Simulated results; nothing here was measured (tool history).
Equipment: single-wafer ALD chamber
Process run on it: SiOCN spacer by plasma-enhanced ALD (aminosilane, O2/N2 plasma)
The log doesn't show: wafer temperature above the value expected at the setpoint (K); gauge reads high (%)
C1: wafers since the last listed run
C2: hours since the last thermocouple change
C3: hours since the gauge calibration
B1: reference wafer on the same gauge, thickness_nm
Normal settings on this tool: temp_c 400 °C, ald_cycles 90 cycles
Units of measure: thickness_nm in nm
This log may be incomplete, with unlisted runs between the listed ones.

{"run": 1, "hour": 0.0, "temp_c": 400, "ald_cycles": 79, "C1": 0, "C2": 1657.1, "C3": 61.0, "B1": 6.241, "thickness_nm": 4.956}
{"run": 2, "hour": 32.1, "temp_c": 400, "ald_cycles": 90, "C1": 107, "C2": 1689.2, "C3": 93.1, "B1": 6.237, "thickness_nm": 5.647}
{"run": 3, "hour": 58.1, "temp_c": 400, "ald_cycles": 90, "C1": 87, "C2": 1715.2, "C3": 119.1, "B1": 6.239, "thickness_nm": 5.634}
{"run": 4, "hour": 79.0, "temp_c": 400, "ald_cycles": 90, "C1": 70, "C2": 1736.1, "C3": 140.0, "B1": 6.243, "thickness_nm": 5.648}
{"run": 5, "hour": 115.0, "temp_c": 400, "ald_cycles": 90, "C1": 121, "C2": 1772.1, "C3": 176.0, "B1": 6.242, "thickness_nm": 5.639}
{"run": 6, "hour": 137.7, "temp_c": 400, "ald_cycles": 90, "C1": 76, "C2": 1794.8, "C3": 198.7, "B1": 6.241, "thickness_nm": 5.652}
{"run": 7, "hour": 150.5, "temp_c": 400, "ald_cycles": 90, "C1": 43, "C2": 1807.6, "C3": 211.5, "B1": 6.237, "thickness_nm": 5.651}
{"run": 8, "hour": 166.9, "temp_c": 400, "ald_cycles": 90, "C1": 55, "C2": 1824.0, "C3": 227.9, "B1": 6.239, "thickness_nm": 5.649}
{"run": 9, "hour": 184.8, "temp_c": 407, "ald_cycles": 90, "C1": 60, "C2": 1841.9, "C3": 245.8, "B1": 6.242, "thickness_nm": 5.531}
{"run": 10, "hour": 196.8, "temp_c": 393, "ald_cycles": 80, "C1": 40, "C2": 1853.9, "C3": 257.8, "B1": 6.238, "thickness_nm": 5.033}
{"run": 11, "hour": 245.5, "temp_c": 393, "ald_cycles": 80, "C1": 163, "C2": 1902.6, "C3": 306.5, "B1": 6.242, "thickness_nm": 5.034}
{"run": 12, "hour": 275.6, "temp_c": 393, "ald_cycles": 80, "C1": 101, "C2": 1932.7, "C3": 336.6, "B1": 6.24, "thickness_nm": 5.026}
{"run": 13, "hour": 310.7, "temp_c": 400, "ald_cycles": 90, "C1": 118, "C2": 1967.8, "C3": 371.7, "B1": 6.241, "thickness_nm": 5.647}
{"run": 14, "hour": 344.3, "temp_c": 400, "ald_cycles": 90, "C1": 113, "C2": 2001.4, "C3": 405.3, "B1": 6.24, "thickness_nm": 5.654}
{"run": 15, "hour": 363.0, "temp_c": 400, "ald_cycles": 90, "C1": 62, "C2": 2020.1, "C3": 424.0, "B1": 6.242, "thickness_nm": 5.645}
{"run": 16, "hour": 393.9, "temp_c": 400, "ald_cycles": 95, "C1": 103, "C2": 2051.0, "C3": 454.9, "B1": 6.239, "thickness_nm": 5.969}
{"run": 17, "hour": 424.3, "temp_c": 400, "ald_cycles": 90, "C1": 102, "C2": 2081.4, "C3": 485.3, "B1": 6.24, "thickness_nm": 5.625}
{"run": 18, "hour": 439.7, "temp_c": 400, "ald_cycles": 90, "C1": 51, "C2": 2096.8, "C3": 500.7, "B1": 6.236, "thickness_nm": 5.663}
{"run": 19, "hour": 474.6, "temp_c": 400, "ald_cycles": 90, "C1": 117, "C2": 2131.7, "C3": 535.6, "B1": 6.244, "thickness_nm": 5.643}
{"run": 20, "hour": 504.0, "temp_c": 392, "ald_cycles": 90, "C1": 98, "C2": 2161.1, "C3": 565.0, "B1": 6.241, "thickness_nm": 5.642}
{"run": 21, "hour": 526.1, "temp_c": 400, "ald_cycles": 90, "C1": 74, "C2": 2183.2, "C3": 587.1, "B1": 6.237, "thickness_nm": 5.67}
{"run": 22, "hour": 561.3, "temp_c": 386, "ald_cycles": 105, "C1": 118, "C2": 2218.4, "C3": 622.3, "B1": 6.24, "thickness_nm": 6.586}
{"hour": 572.0, "done": "thermocouple changed; heater temperature recalibrated"}
{"run": 23, "hour": 595.3, "temp_c": 400, "ald_cycles": 90, "C1": 87, "C2": 23.3, "C3": 656.3, "B1": 6.239, "thickness_nm": 5.662}
{"run": 24, "hour": 618.3, "temp_c": 400, "ald_cycles": 90, "C1": 77, "C2": 46.3, "C3": 679.3, "B1": 6.238, "thickness_nm": 5.653}
{"run": 25, "hour": 651.0, "temp_c": 400, "ald_cycles": 90, "C1": 109, "C2": 79.0, "C3": 712.0, "B1": 6.238, "thickness_nm": 5.652}
{"run": 26, "hour": 675.4, "temp_c": 400, "ald_cycles": 90, "C1": 82, "C2": 103.4, "C3": 736.4, "B1": 6.237, "thickness_nm": 5.652}
{"run": 27, "hour": 699.0, "temp_c": 400, "ald_cycles": 90, "C1": 79, "C2": 127.0, "C3": 760.0, "B1": 6.242, "thickness_nm": 5.642}
{"run": 28, "hour": 722.9, "temp_c": 391, "ald_cycles": 97, "C1": 80, "C2": 150.9, "C3": 783.9, "B1": 6.24, "thickness_nm": 6.089}
{"run": 29, "hour": 756.2, "temp_c": 386, "ald_cycles": 90, "C1": 112, "C2": 184.2, "C3": 817.2, "B1": 6.241, "thickness_nm": 5.646}
{"run": 30, "hour": 788.2, "temp_c": 386, "ald_cycles": 79, "C1": 107, "C2": 216.2, "C3": 849.2, "B1": 6.237, "thickness_nm": 4.951}
{"run": 31, "hour": 806.6, "temp_c": 410, "ald_cycles": 98, "C1": 61, "C2": 234.6, "C3": 867.6, "B1": 6.24, "thickness_nm": 6.009}
{"run": 32, "hour": 847.8, "temp_c": 407, "ald_cycles": 105, "C1": 138, "C2": 275.8, "C3": 908.8, "B1": 6.24, "thickness_nm": 6.451}
{"run": 33, "hour": 877.1, "temp_c": 400, "ald_cycles": 90, "C1": 98, "C2": 305.1, "C3": 938.1, "B1": 6.242, "thickness_nm": 5.63}
{"run": 34, "hour": 899.1, "temp_c": 393, "ald_cycles": 90, "C1": 74, "C2": 327.1, "C3": 960.1, "B1": 6.238, "thickness_nm": 5.641}
{"hour": 914.8, "done": "gauge calibrated"}
{"run": 35, "hour": 959.5, "temp_c": 387, "ald_cycles": 90, "C1": 203, "C2": 387.5, "C3": 44.7, "B1": 6.241, "thickness_nm": 5.654}
{"run": 36, "hour": 976.6, "temp_c": 415, "ald_cycles": 74, "C1": 57, "C2": 404.6, "C3": 61.8, "B1": 6.24, "thickness_nm": 4.45}
{"run": 37, "hour": 1064.7, "temp_c": 400, "ald_cycles": 83, "C1": 296, "C2": 492.7, "C3": 149.9, "B1": 6.24, "thickness_nm": 5.207}
{"run": 38, "hour": 1085.5, "temp_c": 413, "ald_cycles": 90, "C1": 69, "C2": 513.5, "C3": 170.7, "B1": 6.24, "thickness_nm": 5.433}
{"run": 39, "hour": 1105.9, "temp_c": 400, "ald_cycles": 103, "C1": 68, "C2": 533.9, "C3": 191.1, "B1": 6.241, "thickness_nm": 6.464}
{"run": 40, "hour": 1132.7, "temp_c": 400, "ald_cycles": 90, "C1": 90, "C2": 560.7, "C3": 217.9, "B1": 6.24, "thickness_nm": 5.662}
{"run": 41, "hour": 1168.4, "temp_c": 400, "ald_cycles": 90, "C1": 120, "C2": 596.4, "C3": 253.6, "B1": 6.241, "thickness_nm": 5.636}
{"run": 42, "hour": 1220.0, "temp_c": 394, "ald_cycles": 103, "C1": 173, "C2": 648.0, "C3": 305.2, "B1": 6.243, "thickness_nm": 6.447}

What differs in the tool's unlogged condition from the final listed run ahead of each entry between runs to the first listed run following it?
Between runs 22 and 23: thermocouple changed; heater temperature recalibrated (hour 572.0)
  no hidden state differs between the two runs
Between runs 34 and 35: gauge calibrated (hour 914.8)
  no hidden state differs between the two runs
